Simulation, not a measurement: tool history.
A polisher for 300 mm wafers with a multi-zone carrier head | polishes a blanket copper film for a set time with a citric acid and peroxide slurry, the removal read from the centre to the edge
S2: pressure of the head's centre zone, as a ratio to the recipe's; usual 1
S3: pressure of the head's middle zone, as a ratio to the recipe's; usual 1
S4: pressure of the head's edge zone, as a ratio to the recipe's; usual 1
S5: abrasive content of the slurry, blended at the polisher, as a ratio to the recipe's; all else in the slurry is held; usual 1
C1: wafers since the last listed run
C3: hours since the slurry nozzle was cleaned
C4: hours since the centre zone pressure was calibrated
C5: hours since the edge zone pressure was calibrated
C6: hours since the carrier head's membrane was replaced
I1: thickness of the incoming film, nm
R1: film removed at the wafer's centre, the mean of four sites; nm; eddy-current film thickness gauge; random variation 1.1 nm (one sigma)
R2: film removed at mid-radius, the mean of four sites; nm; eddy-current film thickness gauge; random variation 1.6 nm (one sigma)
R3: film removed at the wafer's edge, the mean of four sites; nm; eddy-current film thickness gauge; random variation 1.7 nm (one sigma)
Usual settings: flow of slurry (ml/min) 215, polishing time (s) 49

run 1 hour=0 | flow_of_slurry_(ml/min)=215 S2=1 S3=1 S4=1 S5=1 polishing_time_(s)=49 | C1=0 wafers_polished_on_this_pad=6626 C3=49.8 C4=142.5 C5=350.3 C6=590.9 | I1=534 | R1=100.7 R2=110 R3=114.1
-- hour=100.9 worn pad replaced by a new one
run 2 hour=101.4 | flow_of_slurry_(ml/min)=215 S2=1 S3=1 S4=1 S5=1 polishing_time_(s)=49 | C1=1652 wafers_polished_on_this_pad=7 C3=151.2 C4=243.9 C5=451.7 C6=692.3 | I1=550.7 | R1=100.6 R2=108.2 R3=113
run 3 hour=185.2 | flow_of_slurry_(ml/min)=215 S2=1 S3=1 S4=1 S5=1 polishing_time_(s)=49 | C1=1421 wafers_polished_on_this_pad=1429 C3=235 C4=327.7 C5=535.5 C6=776.1 | I1=534.3 | R1=99.1 R2=109.9 R3=114.8
run 4 hour=256.8 | flow_of_slurry_(ml/min)=215 S2=1 S3=1 S4=1 S5=1 polishing_time_(s)=49 | C1=1214 wafers_polished_on_this_pad=2644 C3=306.6 C4=399.3 C5=607.1 C6=847.7 | I1=534.8 | R1=98.7 R2=111.4 R3=115.7
-- hour=292.7 edge zone pressure recalibrated
-- hour=442.6 slurry nozzle cleaned
run 5 hour=485 | flow_of_slurry_(ml/min)=215 S2=1 S3=1 S4=1 S5=1 polishing_time_(s)=62 | C1=3821 wafers_polished_on_this_pad=6466 C3=42.4 C4=627.5 C5=192.3 C6=1075.9 | I1=535.3 | R1=122.8 R2=144.6 R3=143.9
-- hour=561.7 centre zone pressure recalibrated, repeated, since the last time left the tool worse
run 6 hour=592.8 | flow_of_slurry_(ml/min)=270 S2=1 S3=1.11 S4=1.03 S5=1 polishing_time_(s)=49 | C1=1795 wafers_polished_on_this_pad=8261 C3=150.2 C4=31.1 C5=300.1 C6=1183.7 | I1=543.5 | R1=113.1 R2=123.8 R3=120.2
-- hour=599.4 worn pad replaced by a new one
-- hour=610.3 carrier head's membrane replaced by a new one
run 7 hour=670 | flow_of_slurry_(ml/min)=215 S2=1.06 S3=1.08 S4=1 S5=1 polishing_time_(s)=49 | C1=1157 wafers_polished_on_this_pad=1112 C3=227.4 C4=108.3 C5=377.3 C6=59.7 | I1=541 | R1=114.8 R2=118.8 R3=114.6
run 8 hour=769.7 | flow_of_slurry_(ml/min)=215 S2=1 S3=1 S4=1 S5=1 polishing_time_(s)=49 | C1=1691 wafers_polished_on_this_pad=2804 C3=327.1 C4=208 C5=477 C6=159.4 | I1=541 | R1=108.7 R2=109.3 R3=116
run 9 hour=821.9 | flow_of_slurry_(ml/min)=215 S2=1 S3=1 S4=0.95 S5=1 polishing_time_(s)=49 | C1=885 wafers_polished_on_this_pad=3689 C3=379.3 C4=260.2 C5=529.2 C6=211.6 | I1=546.1 | R1=108.1 R2=113.5 R3=113.3
-- hour=878.5 edge zone pressure recalibrated
run 10 hour=912.2 | flow_of_slurry_(ml/min)=215 S2=1 S3=1 S4=1 S5=0.85 polishing_time_(s)=49 | C1=1498 wafers_polished_on_this_pad=5188 C3=469.6 C4=350.5 C5=33.7 C6=301.9 | I1=539.6 | R1=102.3 R2=107.3 R3=108.6
-- hour=930.9 slurry nozzle cleaned
run 11 hour=970.4 | flow_of_slurry_(ml/min)=150 S2=1 S3=1 S4=1 S5=1.1 polishing_time_(s)=49 | C1=970 wafers_polished_on_this_pad=6158 C3=39.5 C4=408.7 C5=91.9 C6=360.1 | I1=543 | R1=103.2 R2=107.4 R3=116.9
run 12 hour=1018.1 | flow_of_slurry_(ml/min)=215 S2=1 S3=1 S4=1 S5=1 polishing_time_(s)=49 | C1=809 wafers_polished_on_this_pad=6968 C3=87.2 C4=456.4 C5=139.6 C6=407.8 | I1=536.4 | R1=105.6 R2=110.2 R3=114.5
run 13 hour=1095.9 | flow_of_slurry_(ml/min)=215 S2=1.03 S3=1 S4=1 S5=1 polishing_time_(s)=49 | C1=1320 wafers_polished_on_this_pad=8288 C3=165 C4=534.2 C5=217.4 C6=485.6 | I1=536.1 | R1=106.4 R2=113.7 R3=113.4
-- hour=1123.3 centre zone pressure recalibrated
run 14 hour=1141.6 | flow_of_slurry_(ml/min)=215 S2=1 S3=1.05 S4=1 S5=0.7 polishing_time_(s)=49 | C1=741 wafers_polished_on_this_pad=9029 C3=210.7 C4=18.3 C5=263.1 C6=531.3 | I1=543.8 | R1=102 R2=106.5 R3=107
-- hour=1167.9 worn pad replaced by a new one
run 15 hour=1242.7 | flow_of_slurry_(ml/min)=175 S2=1.06 S3=0.96 S4=1 S5=1.25 polishing_time_(s)=49 | C1=1647 wafers_polished_on_this_pad=1269 C3=311.8 C4=119.4 C5=364.2 C6=632.4 | I1=544.8 | R1=120.1 R2=110.1 R3=118.3
run 16 hour=1314.2 | flow_of_slurry_(ml/min)=215 S2=0.97 S3=1 S4=1 S5=1 polishing_time_(s)=36 | C1=1213 wafers_polished_on_this_pad=2482 C3=383.3 C4=190.9 C5=435.7 C6=703.9 | I1=542.1 | R1=77.4 R2=82.6 R3=84.1
run 17 hour=1416.1 | flow_of_slurry_(ml/min)=185 S2=1.1 S3=1 S4=0.94 S5=0.9 polishing_time_(s)=49 | C1=1729 wafers_polished_on_this_pad=4211 C3=485.2 C4=292.8 C5=537.6 C6=805.8 | I1=542.8 | R1=112.2 R2=106.3 R3=108.9
run 18 hour=1479.4 | flow_of_slurry_(ml/min)=155 S2=1 S3=1 S4=0.91 S5=0.75 polishing_time_(s)=42 | C1=1074 wafers_polished_on_this_pad=5285 C3=548.5 C4=356.1 C5=600.9 C6=869.1 | I1=544.1 | R1=83.7 R2=87.1 R3=85.4
-- hour=1551 slurry nozzle cleaned
-- hour=1564.4 edge zone pressure recalibrated
-- hour=1634.6 centre zone pressure recalibrated
run 19 hour=1720.7 | flow_of_slurry_(ml/min)=170 S2=1 S3=1.06 S4=1 S5=1 polishing_time_(s)=49 | C1=4009 wafers_polished_on_this_pad=9295 C3=169.7 C4=86.1 C5=156.3 C6=1110.4 | I1=543.5 | R1=107.4 R2=113.9 R3=111
-- hour=1773 worn pad replaced by a new one
run 20 hour=1786 | flow_of_slurry_(ml/min)=215 S2=1 S3=1 S4=1 S5=1 polishing_time_(s)=49 | C1=1040 wafers_polished_on_this_pad=220 C3=235 C4=151.4 C5=221.6 C6=1175.7 | I1=539.1 | R1=107 R2=112.8 R3=116.1

5 ways to go on from here, each from the tool as it stands after run 20. What would each give?
run A hour=1786.4 | flow_of_slurry_(ml/min)=215 S2=1 S3=1 S4=1 S5=1 polishing_time_(s)=49 | C1=6 wafers_polished_on_this_pad=227 C3=235.4 C4=151.8 C5=222 C6=1176.1 | I1=541.4 | R1=? R2=? R3=?
run B hour=1786.4 | flow_of_slurry_(ml/min)=250 S2=1.09 S3=1 S4=1 S5=1 polishing_time_(s)=44 | C1=6 wafers_polished_on_this_pad=227 C3=235.4 C4=151.8 C5=222 C6=1176.1 | I1=541.4 | R1=? R2=? R3=?
run C hour=1786.4 | flow_of_slurry_(ml/min)=190 S2=1 S3=0.89 S4=1.05 S5=1.2 polishing_time_(s)=49 | C1=6 wafers_polished_on_this_pad=227 C3=235.4 C4=151.8 C5=222 C6=1176.1 | I1=541.4 | R1=? R2=? R3=?
run D hour=1786.4 | flow_of_slurry_(ml/min)=235 S2=1 S3=1 S4=0.94 S5=0.9 polishing_time_(s)=49 | C1=6 wafers_polished_on_this_pad=227 C3=235.4 C4=151.8 C5=222 C6=1176.1 | I1=541.4 | R1=? R2=? R3=?
run E hour=1786.4 | flow_of_slurry_(ml/min)=215 S2=0.9 S3=1 S4=0.94 S5=1 polishing_time_(s)=56 | C1=6 wafers_polished_on_this_pad=227 C3=235.4 C4=151.8 C5=222 C6=1176.1 | I1=541.4 | R1=? R2=? R3=?

run=A R1=107.9 R2=110.2 R3=116.1
run=B R1=106.1 R2=100.5 R3=105.5
run=C R1=110.6 R2=102.8 R3=122.9
run=D R1=106.5 R2=108.6 R3=110.8
run=E R1=112.9 R2=126 R3=128.9
Without the tool's hidden state the same runs would have given:
run=A R1=109.6 R2=110.2 R3=116.1
run=B R1=107.8 R2=100.5 R3=105.5
run=C R1=112.4 R2=102.7 R3=122.9
run=D R1=108.2 R2=108.6 R3=110.8
run=E R1=114.8 R2=126 R3=128.9
